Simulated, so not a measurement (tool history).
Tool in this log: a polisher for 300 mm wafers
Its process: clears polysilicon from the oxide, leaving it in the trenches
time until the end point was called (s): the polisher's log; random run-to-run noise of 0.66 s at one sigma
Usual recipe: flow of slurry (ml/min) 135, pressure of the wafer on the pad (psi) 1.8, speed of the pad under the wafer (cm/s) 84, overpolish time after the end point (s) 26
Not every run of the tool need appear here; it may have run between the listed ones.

run,hour,flow of slurry (ml/min),pressure of the wafer on the pad (psi),speed of the pad under the wafer (cm/s),overpolish time after the end point (s),"incoming thickness of the incoming film, nm",time until the end point was called (s)
1,0.0,120,1.8,84,26,374.3,61.1
2,28.9,135,1.8,84,26,363.9,63.6
3,53.7,135,1.8,84,37,365.3,65.9
# hour 58.3: worn pad replaced by a new one
4,83.9,135,1.8,84,33,370.5,64.8
5,96.5,135,1.8,108,26,372.1,50.9
6,110.1,135,2.1,84,26,372.3,56.6
# hour 119.8: head pressure recalibrated
7,124.5,135,2.1,84,26,376.2,59.5
# hour 130.2: worn pad replaced by a new one
8,144.3,135,1.8,108,26,366.9,47.1
9,163.3,135,1.8,84,40,371.6,64.6
# hour 180.2: slurry nozzle cleaned
10,180.7,160,1.4,84,26,374.3,84.6
# hour 205.6: worn pad replaced by a new one
11,215.1,135,1.8,84,26,374.9,62.9
12,238.5,135,1.8,112,16,365.4,48.0
# hour 266.7: worn pad replaced by a new one
13,268.0,95,2.3,94,26,366.4,41.7
14,301.9,120,1.8,84,38,372.4,66.3
# hour 339.5: worn pad replaced by a new one
15,340.0,125,1.8,112,26,365.0,43.8

The logged runs with the hidden state left out (each run's random variation unchanged):
Hidden state present: removal rate lost through wear of the pad, %; slurry flow missing at the pad, %; deviation of the head's pressure from its setpoint, %.
run,time until the end point was called (s)
1,58.0
2,56.6
3,57.6
4,58.9
5,45.3
6,49.8
7,52.1
8,44.0
9,57.9
10,74.4
11,59.8
12,43.1
13,41.4
14,59.6
15,42.8

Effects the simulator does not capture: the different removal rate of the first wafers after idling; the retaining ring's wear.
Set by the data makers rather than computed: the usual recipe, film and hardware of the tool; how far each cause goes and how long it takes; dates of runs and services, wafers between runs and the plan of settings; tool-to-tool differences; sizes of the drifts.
